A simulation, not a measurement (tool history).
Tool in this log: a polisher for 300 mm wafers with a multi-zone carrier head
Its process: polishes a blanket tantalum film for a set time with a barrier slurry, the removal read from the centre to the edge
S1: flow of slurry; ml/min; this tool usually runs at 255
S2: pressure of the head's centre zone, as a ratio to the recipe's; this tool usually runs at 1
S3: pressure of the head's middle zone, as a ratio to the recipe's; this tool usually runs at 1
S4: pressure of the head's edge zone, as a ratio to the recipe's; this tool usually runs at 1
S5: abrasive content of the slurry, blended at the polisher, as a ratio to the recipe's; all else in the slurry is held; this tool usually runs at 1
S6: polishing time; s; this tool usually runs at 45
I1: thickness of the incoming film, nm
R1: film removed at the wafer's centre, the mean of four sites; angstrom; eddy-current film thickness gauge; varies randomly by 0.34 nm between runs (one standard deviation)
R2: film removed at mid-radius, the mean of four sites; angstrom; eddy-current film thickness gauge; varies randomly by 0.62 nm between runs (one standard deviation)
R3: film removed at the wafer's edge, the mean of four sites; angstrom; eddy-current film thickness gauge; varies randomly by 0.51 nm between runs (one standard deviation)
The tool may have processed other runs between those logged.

Run 1, hour 0: usual settings but S6 39 s; I1 388.1. Result: R1 389 angstrom, R2 406 angstrom, R3 415 angstrom.
At hour 17: slurry nozzle cleaned.
Run 2, hour 34.2: usual settings but S3 0.97, S6 40 s; I1 396. Result: R1 432 angstrom, R2 427 angstrom, R3 446 angstrom.
Run 3, hour 68.7: usual settings but S5 1.2; I1 395.6. Result: R1 511 angstrom, R2 509 angstrom, R3 526 angstrom.
Run 4, hour 121.9: usual settings but S5 1.2; I1 389.2. Result: R1 490 angstrom, R2 495 angstrom, R3 512 angstrom.
Run 5, hour 166: usual settings; I1 398.1. Result: R1 457 angstrom, R2 467 angstrom, R3 465 angstrom.
At hour 175.9: worn pad replaced by a new one.
Run 6, hour 335.7: usual settings; I1 389.9. Result: R1 457 angstrom, R2 461 angstrom, R3 471 angstrom.
Run 7, hour 389.3: usual settings; I1 388.7. Result: R1 432 angstrom, R2 450 angstrom, R3 457 angstrom.
At hour 398.9: worn pad replaced by a new one.
Run 8, hour 416.7: usual settings; I1 395.8. Result: R1 469 angstrom, R2 487 angstrom, R3 487 angstrom.
At hour 439.5: centre zone pressure recalibrated.
At hour 453.5: slurry nozzle cleaned.
Run 9, hour 458.4: usual settings; I1 395.5. Result: R1 486 angstrom, R2 493 angstrom, R3 503 angstrom.
At hour 505.9: edge zone pressure recalibrated.
Run 10, hour 506.4: usual settings; I1 395.3. Result: R1 469 angstrom, R2 483 angstrom, R3 486 angstrom.
Run 11, hour 540.7: usual settings but S1 310 ml/min; I1 390.5. Result: R1 468 angstrom, R2 479 angstrom, R3 486 angstrom.
Run 12, hour 605: usual settings but S1 315 ml/min, S5 1.15; I1 383.3. Result: R1 486 angstrom, R2 489 angstrom, R3 495 angstrom.
At hour 613.8: worn pad replaced by a new one.
At hour 627.5: carrier head's membrane replaced by a new one.
Run 13, hour 663.5: usual settings but S1 205 ml/min, S5 1.25; I1 392.5. Result: R1 484 angstrom, R2 503 angstrom, R3 518 angstrom.
Run 14, hour 722.3: usual settings but S2 0.88, S3 1.06, S5 0.75; I1 398.2. Result: R1 359 angstrom, R2 426 angstrom, R3 432 angstrom.
Run 15, hour 790: usual settings but S3 1.12; I1 389.5. Result: R1 440 angstrom, R2 510 angstrom, R3 461 angstrom.
At hour 826: worn pad replaced by a new one.
Run 16, hour 846.4: usual settings but S1 220 ml/min, S2 1.06, S3 0.94; I1 385.2. Result: R1 477 angstrom, R2 444 angstrom, R3 478 angstrom.
Run 17, hour 886.2: usual settings; I1 386. Result: R1 451 angstrom, R2 464 angstrom, R3 475 angstrom.
At hour 905.4: slurry nozzle cleaned.
Run 18, hour 935.7: usual settings but S2 0.91, S3 0.92, S4 0.93, S6 39 s; I1 387.6. Result: R1 371 angstrom, R2 382 angstrom, R3 416 angstrom.
Run 19, hour 991.4: usual settings but S2 0.88, S3 1.06, S5 0.75; I1 396.6. Result: R1 355 angstrom, R2 439 angstrom, R3 416 angstrom.
At hour 1011.9: worn pad replaced by a new one.
Run 20, hour 1028.4: usual settings but S2 0.95, S3 1.08, S6 55 s; I1 389.4. Result: R1 557 angstrom, R2 640 angstrom, R3 612 angstrom.

Below are 4 alternative next runs, each starting from the tool's condition after run 20. Predict each:
Run A, hour 1028.8: usual settings but S4 1.04; I1 390. Result: R1 ?, R2 ?, R3 ?.
Run B, hour 1028.8: usual settings but S6 61 s; I1 390. Result: R1 ?, R2 ?, R3 ?.
Run C, hour 1028.8: usual settings but S1 335 ml/min, S5 1.3; I1 390. Result: R1 ?, R2 ?, R3 ?.
Run D, hour 1028.8: usual settings but S5 1.2, S6 33 s; I1 390. Result: R1 ?, R2 ?, R3 ?.

run   R1   R2   R3
  A  486  502  508
  B  658  680  676
  C  544  561  553
  D  378  391  388
Stripped of hidden state, with their random variation kept, the same runs would have yielded:
run   R1   R2   R3
  A  500  516  521
  B  678  700  693
  C  559  575  566
  D  390  402  398
